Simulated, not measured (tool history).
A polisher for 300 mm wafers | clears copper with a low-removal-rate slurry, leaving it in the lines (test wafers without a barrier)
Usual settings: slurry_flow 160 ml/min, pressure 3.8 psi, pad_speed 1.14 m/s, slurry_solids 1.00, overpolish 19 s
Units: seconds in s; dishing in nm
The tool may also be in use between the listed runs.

run	hour	slurry_flow	pressure	pad_speed	slurry_solids	overpolish	wafers since the last listed run	wafers polished on this pad	hours since the slurry nozzle was cleaned	hours since the head pressure was calibrated	hours since the slurry blender was calibrated	incoming thickness of the incoming film, nm	seconds	dishing
1	0.0	160	3.8	1.14	1.00	19	0	4502	705.5	541.9	134.8	602.4	155.3	53.4
# hour 88.6: slurry nozzle cleaned
2	89.1	160	3.8	1.14	1.00	19	651	5153	0.5	631.0	223.9	600.4	143.7	56.8
# hour 115.7: worn pad replaced by a new one
3	156.4	160	3.8	1.14	1.00	19	468	300	67.8	698.3	291.2	605.0	140.8	55.1
4	196.6	160	3.8	1.14	1.00	19	297	598	108.0	738.5	331.4	607.5	142.1	58.6
5	296.6	160	3.8	1.00	1.00	19	739	1337	208.0	838.5	431.4	595.9	163.0	51.1
6	501.1	160	3.8	1.14	1.00	19	1512	2849	412.5	1043.0	635.9	603.0	145.6	57.2
# hour 565.6: slurry blender recalibrated
7	571.9	160	3.8	1.14	1.00	19	508	3358	483.3	1113.8	6.3	613.9	147.0	54.4
8	610.6	105	3.8	0.90	0.85	19	286	3644	522.0	1152.5	45.0	599.2	209.7	41.2
9	708.9	160	3.8	1.14	1.25	29	726	4371	620.3	1250.8	143.3	607.6	145.9	74.4
# hour 741.7: slurry nozzle cleaned
10	754.4	160	3.8	1.14	1.00	19	329	4700	12.7	1296.3	188.8	600.3	147.5	57.4
# hour 761.8: worn pad replaced by a new one, of another model than before
11	816.5	160	3.8	1.14	1.00	11	429	404	74.8	1358.4	250.9	605.0	144.1	36.9
# hour 843.6: head pressure recalibrated
12	912.4	135	3.2	1.14	1.00	19	694	1099	170.7	68.8	346.8	604.1	161.4	52.6
13	1007.2	120	3.8	1.14	1.00	19	700	1799	265.5	163.6	441.6	605.7	149.9	54.4
14	1163.5	160	3.8	1.14	1.00	19	1155	2955	421.8	319.9	597.9	609.9	145.9	54.9
# hour 1206.2: slurry blender recalibrated
15	1247.6	160	3.8	1.14	1.00	19	607	3562	505.9	404.0	41.4	613.0	146.3	57.7
16	1306.3	160	3.8	1.02	1.00	22	434	3996	564.6	462.7	100.1	595.8	159.1	58.9
17	1404.5	160	3.8	1.14	1.00	19	726	4722	662.8	560.9	198.3	614.1	154.1	56.5
18	1472.8	140	3.8	1.14	1.25	19	504	5227	731.1	629.2	266.6	615.5	154.3	58.2
# hour 1530.5: slurry nozzle cleaned
# hour 1553.5: worn pad replaced by a new one
19	1566.7	160	3.8	1.14	1.00	19	657	97	36.2	723.1	360.5	615.1	141.0	58.7
20	1609.8	160	3.8	1.14	1.00	19	318	416	79.3	766.2	403.6	603.4	142.5	56.4
21	1647.6	180	3.8	1.14	1.00	19	279	696	117.1	804.0	441.4	598.9	141.1	55.8
22	1948.4	160	3.8	1.28	1.10	14	2224	2920	417.9	1104.8	742.2	596.7	132.1	49.1
# hour 1987.5: slurry blender recalibrated
23	2023.8	205	3.8	1.14	1.00	19	542	3462	493.3	1180.2	36.3	601.3	139.6	55.8
24	2093.1	115	2.5	1.14	1.00	25	512	3975	562.6	1249.5	105.6	602.9	183.7	57.0
# hour 2140.2: head pressure recalibrated
25	2146.1	160	3.8	1.14	1.00	19	377	4352	615.6	5.9	158.6	595.3	145.9	54.1
# hour 2203.0: worn pad replaced by a new one
26	2232.9	130	3.8	0.86	1.10	19	612	220	702.4	92.7	245.4	596.1	183.6	47.4
27	2308.2	160	3.8	1.14	1.00	14	556	777	777.7	168.0	320.7	610.3	149.6	42.0
# hour 2325.1: slurry nozzle cleaned
28	2389.8	160	3.8	1.14	0.90	19	595	1373	64.7	249.6	402.3	605.6	144.9	56.8

The tool's hidden state at each run:
removal rate lost through wear of the pad, %: 0 in every run
deviation of the head's pressure from its setpoint, %: 0 in every run
abrasive missing from the slurry, %: 0 in every run
H1: slurry flow missing at the pad, %
run	H1
1	39.3
2	1.62
3	1.98
4	2.53
5	5
6	14.9
7	19.9
8	22.9
9	31.7
10	3.41
11	3.83
12	5.67
13	8.9
14	17.3
15	23.4
16	28.3
17	37.7
18	45.2
19	4.83
20	5.22
21	5.8
22	18.4
23	23.7
24	29.5
25	34.3
26	43.3
27	52
28	2.73
